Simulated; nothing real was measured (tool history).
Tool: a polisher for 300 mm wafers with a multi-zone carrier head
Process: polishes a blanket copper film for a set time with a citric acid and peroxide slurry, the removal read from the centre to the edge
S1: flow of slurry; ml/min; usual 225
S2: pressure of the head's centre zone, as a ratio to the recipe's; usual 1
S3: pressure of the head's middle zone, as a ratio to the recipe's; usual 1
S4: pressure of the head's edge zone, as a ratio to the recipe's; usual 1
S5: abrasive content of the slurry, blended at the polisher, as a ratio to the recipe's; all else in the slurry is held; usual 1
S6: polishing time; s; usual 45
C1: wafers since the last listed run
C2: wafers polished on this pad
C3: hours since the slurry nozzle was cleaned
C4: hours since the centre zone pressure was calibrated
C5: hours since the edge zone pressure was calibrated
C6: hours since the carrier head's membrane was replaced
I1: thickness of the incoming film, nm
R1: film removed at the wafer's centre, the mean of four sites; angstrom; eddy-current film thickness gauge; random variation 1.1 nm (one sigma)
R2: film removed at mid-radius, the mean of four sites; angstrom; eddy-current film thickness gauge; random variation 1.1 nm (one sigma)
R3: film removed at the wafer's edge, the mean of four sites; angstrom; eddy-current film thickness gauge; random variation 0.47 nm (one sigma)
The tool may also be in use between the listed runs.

Run 1, hour 0: usual settings; C1 0; C2 1107; C3 76.6; C4 1164; C5 1136.6; C6 1176.7; I1 807.6. Result: R1 690 angstrom, R2 687 angstrom, R3 672 angstrom.
At hour 15.8: worn pad replaced by a new one.
Run 2, hour 26.8: usual settings; C1 304; C2 146; C3 103.4; C4 1190.8; C5 1163.4; C6 1203.5; I1 825.6. Result: R1 731 angstrom, R2 761 angstrom, R3 732 angstrom.
Run 3, hour 37.7: usual settings; C1 145; C2 291; C3 114.3; C4 1201.7; C5 1174.3; C6 1214.4; I1 815.1. Result: R1 726 angstrom, R2 751 angstrom, R3 718 angstrom.
Run 4, hour 46.5: usual settings; C1 117; C2 409; C3 123.1; C4 1210.5; C5 1183.1; C6 1223.2; I1 813.7. Result: R1 745 angstrom, R2 759 angstrom, R3 732 angstrom.
Run 5, hour 61: usual settings; C1 193; C2 602; C3 137.6; C4 1225; C5 1197.6; C6 1237.7; I1 823.1. Result: R1 709 angstrom, R2 712 angstrom, R3 724 angstrom.
Run 6, hour 68.1: usual settings; C1 94; C2 697; C3 144.7; C4 1232.1; C5 1204.7; C6 1244.8; I1 805.7. Result: R1 722 angstrom, R2 738 angstrom, R3 705 angstrom.
Run 7, hour 84.8: usual settings but S3 0.97; C1 222; C2 920; C3 161.4; C4 1248.8; C5 1221.4; C6 1261.5; I1 819.7. Result: R1 696 angstrom, R2 699 angstrom, R3 691 angstrom.
Run 8, hour 94: usual settings; C1 122; C2 1042; C3 170.6; C4 1258; C5 1230.6; C6 1270.7; I1 812.6. Result: R1 681 angstrom, R2 724 angstrom, R3 677 angstrom.
Run 9, hour 105.6: usual settings; C1 154; C2 1197; C3 182.2; C4 1269.6; C5 1242.2; C6 1282.3; I1 809.5. Result: R1 650 angstrom, R2 685 angstrom, R3 664 angstrom.
Run 10, hour 112.2: usual settings but S4 0.97; C1 88; C2 1285; C3 188.8; C4 1276.2; C5 1248.8; C6 1288.9; I1 804.3. Result: R1 664 angstrom, R2 669 angstrom, R3 639 angstrom.
Run 11, hour 122.6: usual settings; C1 138; C2 1424; C3 199.2; C4 1286.6; C5 1259.2; C6 1299.3; I1 808.5. Result: R1 633 angstrom, R2 637 angstrom, R3 634 angstrom.
At hour 130.8: worn pad replaced by a new one.
At hour 136.1: carrier head's membrane replaced by a new one.
Run 12, hour 136.6: usual settings but S6 51 s; C1 66; C2 10; C3 213.2; C4 1300.6; C5 1273.2; C6 0.5; I1 816.8. Result: R1 853 angstrom, R2 851 angstrom, R3 827 angstrom.
Run 13, hour 137: usual settings but S2 0.9; C1 5; C2 15; C3 213.6; C4 1301; C5 1273.6; C6 0.9; I1 811.2. Result: R1 673 angstrom, R2 760 angstrom, R3 738 angstrom.
Run 14, hour 152.4: usual settings but S3 1.09, S5 0.8; C1 205; C2 220; C3 229; C4 1316.4; C5 1289; C6 16.3; I1 823.5. Result: R1 700 angstrom, R2 765 angstrom, R3 705 angstrom.
Run 15, hour 160.1: usual settings but S1 285 ml/min, S4 0.96; C1 102; C2 323; C3 236.7; C4 1324.1; C5 1296.7; C6 24; I1 800.8. Result: R1 751 angstrom, R2 770 angstrom, R3 719 angstrom.
At hour 165.2: edge zone pressure recalibrated.
Run 16, hour 169.3: usual settings but S4 1.08, S6 37 s; C1 96; C2 419; C3 245.9; C4 1333.3; C5 4.1; C6 33.2; I1 812.5. Result: R1 605 angstrom, R2 605 angstrom, R3 607 angstrom.
Run 17, hour 177.6: usual settings but S1 175 ml/min, S4 0.91, S5 0.9, S6 51 s; C1 110; C2 530; C3 254.2; C4 1341.6; C5 12.4; C6 41.5; I1 807.9. Result: R1 765 angstrom, R2 787 angstrom, R3 735 angstrom.
At hour 186.8: slurry nozzle cleaned.
At hour 187.5: centre zone pressure recalibrated.
Run 18, hour 215.8: usual settings but S2 1.05, S6 39 s; C1 487; C2 1018; C3 29; C4 28.3; C5 50.6; C6 79.7; I1 822.3. Result: R1 623 angstrom, R2 601 angstrom, R3 581 angstrom.

The next listed run, before its measurement:
At hour 231.6: worn pad replaced by a new one.
Run 19, hour 232.1: usual settings; C1 164; C2 6; C3 45.3; C4 44.6; C5 66.9; C6 96; I1 809. Result: R1 ?, R2 ?, R3 ?.

Run 19 gave R1 730 angstrom, R2 746 angstrom, R3 737 angstrom.
Without the tool's hidden state the same run would have given R1 740 angstrom, R2 756 angstrom, R3 747 angstrom.
